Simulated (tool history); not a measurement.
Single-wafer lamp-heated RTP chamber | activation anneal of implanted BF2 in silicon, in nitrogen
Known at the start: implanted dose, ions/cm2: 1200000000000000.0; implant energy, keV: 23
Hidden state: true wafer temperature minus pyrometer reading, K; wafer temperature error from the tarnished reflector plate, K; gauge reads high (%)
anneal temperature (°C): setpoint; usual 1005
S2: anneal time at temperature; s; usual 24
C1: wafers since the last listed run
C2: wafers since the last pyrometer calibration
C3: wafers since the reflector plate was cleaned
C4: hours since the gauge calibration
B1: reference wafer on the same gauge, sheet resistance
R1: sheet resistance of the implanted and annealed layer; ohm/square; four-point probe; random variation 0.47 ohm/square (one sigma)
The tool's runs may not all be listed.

Run 1, hour 0.0: usual settings but S2 21 s; C1 0; C2 6093; C3 124; C4 86.5; B1 189.03. Result: R1 176.09 ohm/square.
Run 2, hour 31.0: usual settings but S2 21 s; C1 419; C2 6512; C3 544; C4 117.5; B1 189.09. Result: R1 175.82 ohm/square.
Run 3, hour 48.1: usual settings but S2 14 s; C1 231; C2 6744; C3 775; C4 134.6; B1 189.04. Result: R1 186.39 ohm/square.
At hour 57.3: pyrometer window cleaned and pyrometer calibrated.
Run 4, hour 63.8: usual settings; C1 104; C2 88; C3 879; C4 150.3; B1 189.02. Result: R1 177.07 ohm/square.
Run 5, hour 99.6: usual settings; C1 484; C2 573; C3 1364; C4 186.1; B1 189.03. Result: R1 176.66 ohm/square.
Run 6, hour 116.6: usual settings but S2 35 s; C1 230; C2 803; C3 1594; C4 203.1; B1 189.09. Result: R1 166.36 ohm/square.
Run 7, hour 145.9: usual settings; C1 396; C2 1200; C3 1991; C4 232.4; B1 189.04. Result: R1 177.46 ohm/square.
Run 8, hour 174.6: usual settings; C1 388; C2 1588; C3 2380; C4 261.1; B1 188.94. Result: R1 177.49 ohm/square.
Run 9, hour 193.2: usual settings; C1 251; C2 1840; C3 2632; C4 279.7; B1 188.94. Result: R1 176.38 ohm/square.
Run 10, hour 206.6: usual settings; C1 181; C2 2022; C3 2813; C4 293.1; B1 189.13. Result: R1 176.96 ohm/square.
Run 11, hour 224.8: usual settings but S2 28 s; C1 246; C2 2268; C3 3059; C4 311.3; B1 189.00. Result: R1 172.07 ohm/square.
At hour 237.2: reflector plate cleaned.
Run 12, hour 258.3: usual settings but anneal temperature (°C) 1026, S2 19 s; C1 345; C2 2613; C3 285; C4 344.8; B1 189.04. Result: R1 160.21 ohm/square.
Run 13, hour 283.3: usual settings but anneal temperature (°C) 1026, S2 19 s; C1 338; C2 2952; C3 623; C4 369.8; B1 189.04. Result: R1 159.67 ohm/square.
Run 14, hour 299.7: usual settings but S2 15 s; C1 222; C2 3174; C3 845; C4 386.2; B1 189.06. Result: R1 187.90 ohm/square.
Run 15, hour 327.4: usual settings but S2 15 s; C1 375; C2 3549; C3 1220; C4 413.9; B1 189.00. Result: R1 188.34 ohm/square.
Run 16, hour 353.9: usual settings; C1 358; C2 3908; C3 1579; C4 440.4; B1 189.00. Result: R1 175.20 ohm/square.
Run 17, hour 391.0: usual settings; C1 502; C2 4410; C3 2082; C4 477.5; B1 188.94. Result: R1 174.44 ohm/square.
Run 18, hour 420.0: usual settings but anneal temperature (°C) 1030; C1 392; C2 4803; C3 2474; C4 506.5; B1 189.05. Result: R1 150.27 ohm/square.
At hour 449.3: reflector plate cleaned.
Run 19, hour 449.8: usual settings but anneal temperature (°C) 986, S2 29 s; C1 295; C2 5098; C3 6; C4 536.3; B1 189.02. Result: R1 195.95 ohm/square.
Run 20, hour 468.6: usual settings but anneal temperature (°C) 1024, S2 30 s; C1 254; C2 5353; C3 261; C4 555.1; B1 188.99. Result: R1 149.79 ohm/square.
Run 21, hour 489.2: usual settings but anneal temperature (°C) 1025; C1 278; C2 5632; C3 540; C4 575.7; B1 189.17. Result: R1 152.92 ohm/square.
Run 22, hour 510.0: usual settings; C1 281; C2 5913; C3 821; C4 596.5; B1 188.96. Result: R1 173.17 ohm/square.
Run 23, hour 522.2: usual settings but anneal temperature (°C) 1015, S2 33 s; C1 165; C2 6079; C3 987; C4 608.7; B1 188.85. Result: R1 154.68 ohm/square.
At hour 537.6: gauge calibrated.
Run 24, hour 549.0: usual settings but anneal temperature (°C) 1025, S2 20 s; C1 362; C2 6441; C3 1350; C4 11.4; B1 189.06. Result: R1 157.12 ohm/square.
Run 25, hour 568.1: usual settings but anneal temperature (°C) 979, S2 18 s; C1 258; C2 6700; C3 1608; C4 30.5; B1 188.99. Result: R1 216.99 ohm/square.
Run 26, hour 589.5: usual settings but anneal temperature (°C) 983; C1 289; C2 6990; C3 1898; C4 51.9; B1 189.01. Result: R1 202.02 ohm/square.
Run 27, hour 617.1: usual settings but anneal temperature (°C) 994, S2 28 s; C1 373; C2 7364; C3 2272; C4 79.5; B1 188.96. Result: R1 180.88 ohm/square.
Run 28, hour 639.9: usual settings but anneal temperature (°C) 982, S2 14 s; C1 308; C2 7672; C3 2580; C4 102.3; B1 188.94. Result: R1 216.37 ohm/square.
At hour 649.1: pyrometer window cleaned and pyrometer calibrated.
Run 29, hour 672.7: usual settings but anneal temperature (°C) 1023; C1 335; C2 318; C3 2916; C4 135.1; B1 188.93. Result: R1 157.80 ohm/square.
Run 30, hour 687.1: usual settings but anneal temperature (°C) 1034, S2 37 s; C1 194; C2 513; C3 3111; C4 149.5; B1 189.07. Result: R1 140.02 ohm/square.
At hour 707.9: reflector plate cleaned.
Run 31, hour 708.4: usual settings but anneal temperature (°C) 1031; C1 180; C2 694; C3 7; C4 170.8; B1 189.02. Result: R1 150.87 ohm/square.
Run 32, hour 718.2: usual settings but S2 37 s; C1 132; C2 826; C3 139; C4 180.6; B1 188.91. Result: R1 165.21 ohm/square.
Run 33, hour 730.4: usual settings but anneal temperature (°C) 995, S2 36 s; C1 165; C2 991; C3 305; C4 192.8; B1 188.98. Result: R1 179.47 ohm/square.
Run 34, hour 751.8: usual settings but anneal temperature (°C) 1023; C1 289; C2 1281; C3 594; C4 214.2; B1 188.92. Result: R1 157.63 ohm/square.
Run 35, hour 780.5: usual settings; C1 388; C2 1670; C3 983; C4 242.9; B1 188.88. Result: R1 176.95 ohm/square.
Run 36, hour 814.1: usual settings but anneal temperature (°C) 985, S2 32 s; C1 454; C2 2125; C3 1438; C4 276.5; B1 189.03. Result: R1 196.89 ohm/square.
Run 37, hour 837.5: usual settings but anneal temperature (°C) 979, S2 18 s; C1 316; C2 2442; C3 1755; C4 299.9; B1 189.02. Result: R1 223.70 ohm/square.
Run 38, hour 853.8: usual settings but anneal temperature (°C) 1016, S2 32 s; C1 220; C2 2662; C3 1975; C4 316.2; B1 189.06. Result: R1 156.71 ohm/square.

The same runs without the tool's hidden state, with the same run-to-run variation:
run      R1
  1  180.63
  2  180.90
  3  191.84
  4  177.51
  5  177.13
  6  166.82
  7  178.05
  8  178.19
  9  177.17
 10  177.82
 11  173.01
 12  161.03
 13  160.63
 14  189.47
 15  190.19
 16  177.29
 17  176.96
 18  151.98
 19  200.06
 20  152.04
 21  155.45
 22  177.41
 23  158.08
 24  160.49
 25  223.68
 26  209.19
 27  187.96
 28  224.50
 29  157.84
 30  140.06
 31  150.93
 32  165.33
 33  179.64
 34  157.79
 35  177.31
 36  197.57
 37  224.60
 38  157.34
